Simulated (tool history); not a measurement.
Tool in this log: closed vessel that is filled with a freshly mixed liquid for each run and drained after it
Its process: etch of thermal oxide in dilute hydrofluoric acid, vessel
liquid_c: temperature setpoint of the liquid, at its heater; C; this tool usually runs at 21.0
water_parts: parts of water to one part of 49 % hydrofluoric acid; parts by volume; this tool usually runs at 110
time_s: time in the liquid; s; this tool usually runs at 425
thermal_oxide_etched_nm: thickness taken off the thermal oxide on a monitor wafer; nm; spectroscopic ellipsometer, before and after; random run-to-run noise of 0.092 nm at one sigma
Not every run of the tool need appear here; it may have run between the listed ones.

| run | hour | liquid_c | water_parts | time_s | wafers since the last listed run | hours since the thermometer was replaced | hours since the hydrofluoric acid flow meter was replaced | hours since the gauge calibration | read-back film thickness of the thermal oxide reference wafer, read on the same gauge (nm) | thermal_oxide_etched_nm |
|---|---|---|---|---|---|---|---|---|---|---|
| 1 | 0.0 | 21.0 | 110 | 425 | 0 | 1275.1 | 430.2 | 69.9 | 40.04 | 15.48 |
| 2 | 27.7 | 21.0 | 110 | 425 | 2441 | 1302.8 | 457.9 | 97.6 | 40.01 | 15.50 |
| 3 | 44.1 | 21.0 | 110 | 425 | 1445 | 1319.2 | 474.3 | 114.0 | 40.03 | 15.50 |
| 4 | 66.8 | 20.0 | 110 | 425 | 2000 | 1341.9 | 497.0 | 136.7 | 39.99 | 15.00 |
| 5 | 81.4 | 20.0 | 110 | 425 | 1286 | 1356.5 | 511.6 | 151.3 | 40.03 | 15.00 |
| 6 | 94.7 | 20.0 | 110 | 425 | 1172 | 1369.8 | 524.9 | 164.6 | 40.01 | 14.99 |
| 7 | 119.6 | 21.0 | 65 | 425 | 2194 | 1394.7 | 549.8 | 189.5 | 39.97 | 27.91 |
|  | 130.0 | thermometer replaced |
| 8 | 139.7 | 21.0 | 65 | 425 | 1683 | 9.7 | 569.9 | 209.6 | 39.97 | 28.21 |
|  | 141.4 | gauge calibrated |
| 9 | 157.5 | 21.0 | 110 | 425 | 1568 | 27.5 | 587.7 | 16.1 | 40.04 | 15.72 |
| 10 | 181.0 | 21.0 | 65 | 425 | 2070 | 51.0 | 611.2 | 39.6 | 39.99 | 28.23 |
| 11 | 210.1 | 17.0 | 150 | 600 | 2564 | 80.1 | 640.3 | 68.7 | 40.00 | 13.39 |
| 12 | 238.2 | 18.5 | 110 | 625 | 2476 | 108.2 | 668.4 | 96.8 | 40.02 | 21.11 |
| 13 | 266.4 | 21.0 | 110 | 425 | 2485 | 136.4 | 696.6 | 125.0 | 40.01 | 16.04 |
|  | 289.7 | hydrofluoric acid flow meter replaced |
| 14 | 302.3 | 21.0 | 60 | 425 | 3075 | 172.3 | 12.6 | 160.9 | 40.05 | 28.34 |
| 15 | 325.4 | 21.0 | 110 | 195 | 2035 | 195.4 | 35.7 | 184.0 | 39.99 | 6.81 |
| 16 | 389.0 | 18.5 | 110 | 320 | 5604 | 259.0 | 99.3 | 247.6 | 39.97 | 10.11 |

Predict each of these 5 candidate next runs independently; none follows another, all start after run 16:
| A | 389.8 | 26.0 | 110 | 425 | 70 | 259.8 | 100.1 | 248.4 | ? | ? |
| B | 389.8 | 21.0 | 150 | 260 | 70 | 259.8 | 100.1 | 248.4 | ? | ? |
| C | 389.8 | 21.0 | 110 | 280 | 70 | 259.8 | 100.1 | 248.4 | ? | ? |
| D | 389.8 | 18.5 | 125 | 240 | 70 | 259.8 | 100.1 | 248.4 | ? | ? |
| E | 389.8 | 19.5 | 145 | 425 | 70 | 259.8 | 100.1 | 248.4 | ? | ? |

| run | read-back film thickness of the thermal oxide reference wafer, read on the same gauge (nm) | thermal_oxide_etched_nm |
|---|---|---|
| A | 40.02 | 18.22 |
| B | 40.02 | 6.43 |
| C | 40.02 | 9.85 |
| D | 40.02 | 6.60 |
| E | 40.02 | 10.29 |
Stripped of hidden state, with their random variation kept, the same runs would have yielded:
| run | thermal_oxide_etched_nm |
|---|---|
| A | 17.59 |
| B | 6.20 |
| C | 9.51 |
| D | 6.37 |
| E | 9.93 |

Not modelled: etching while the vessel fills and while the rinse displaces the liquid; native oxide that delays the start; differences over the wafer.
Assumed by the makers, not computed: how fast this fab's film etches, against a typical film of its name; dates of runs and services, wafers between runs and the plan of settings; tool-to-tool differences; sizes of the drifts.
